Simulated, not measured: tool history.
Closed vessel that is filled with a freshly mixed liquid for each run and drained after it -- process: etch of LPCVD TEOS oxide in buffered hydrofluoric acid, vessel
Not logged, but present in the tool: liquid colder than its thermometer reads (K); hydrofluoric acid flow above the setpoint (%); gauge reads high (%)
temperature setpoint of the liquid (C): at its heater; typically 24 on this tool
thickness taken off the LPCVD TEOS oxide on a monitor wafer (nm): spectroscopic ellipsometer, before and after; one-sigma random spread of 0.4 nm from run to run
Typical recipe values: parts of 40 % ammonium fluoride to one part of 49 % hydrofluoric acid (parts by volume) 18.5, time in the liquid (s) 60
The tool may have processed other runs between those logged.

run	hour	temperature setpoint of the liquid (C)	parts of 40 % ammonium fluoride to one part of 49 % hydrofluoric acid (parts by volume)	time in the liquid (s)	wafers since the last listed run	hours since the thermometer was replaced	hours since the hydrofluoric acid flow meter was replaced	hours since the gauge calibration	read-back film thickness of the LPCVD TEOS oxide reference wafer, read on the same gauge (nm)	thickness taken off the LPCVD TEOS oxide on a monitor wafer (nm)
1	0	24	18.5	60	0	1173.1	1053	1657.5	124.81	52.96
2	106.5	24	18.5	60	13633	1279.6	1159.5	1764	124.53	53.13
3	187.3	24	18.5	60	10343	1360.4	1240.3	1844.8	124.34	53.94
4	247.4	24	18.5	60	7693	1420.5	1300.4	1904.9	124.2	53.66
# hour 336.4: hydrofluoric acid flow meter replaced
5	341.8	21.5	23	60	11956	1514.9	5.4	1999.3	123.99	39.08
6	394.4	20.5	18.5	60	6733	1567.5	58	2051.9	123.84	44.33
# hour 462.5: gauge calibrated
7	470.2	20.5	18.5	60	9703	1643.3	133.8	7.7	129.74	46.21
8	521.1	20.5	18.5	60	6515	1694.2	184.7	58.6	129.64	45.79
9	618.2	24	18.5	60	12430	1791.3	281.8	155.7	129.39	55.39
10	712	24	18.5	60	12007	1885.1	375.6	249.5	129.14	56.12
11	760.5	24	18.5	60	6208	1933.6	424.1	298	129.03	56.12
12	813	24	18.5	60	6720	1986.1	476.6	350.5	128.91	55.02
13	875.7	19	23.5	40	8026	2048.8	539.3	413.2	128.75	23.18
14	968.9	24	14.5	85	11931	2142	632.5	506.4	128.5	98.14
15	1062.5	26	23	90	11982	2235.6	726.1	600	128.3	78.5
16	1150.3	27.5	18.5	85	11239	2323.4	813.9	687.8	128.08	93.74
17	1253.5	24	23.5	60	13211	2426.6	917.1	791	127.83	45.61
# hour 1307.2: thermometer replaced
18	1335.2	19.5	16.5	90	10330	28	998.8	872.7	127.62	72.7
19	1433.8	24	14.5	85	12622	126.6	1097.4	971.3	127.4	99.73

Predict the results of run 20:
20	1519.6	27.5	18.5	50	10983	212.4	1183.2	1057.1	?	?

{"run 20": {"read-back film thickness of the LPCVD TEOS oxide reference wafer, read on the same gauge (nm)": 127.18, "thickness taken off the LPCVD TEOS oxide on a monitor wafer (nm)": 55.45}}
Had the tool carried no hidden state, the very same run would have given thickness taken off the LPCVD TEOS oxide on a monitor wafer (nm) 56.68.

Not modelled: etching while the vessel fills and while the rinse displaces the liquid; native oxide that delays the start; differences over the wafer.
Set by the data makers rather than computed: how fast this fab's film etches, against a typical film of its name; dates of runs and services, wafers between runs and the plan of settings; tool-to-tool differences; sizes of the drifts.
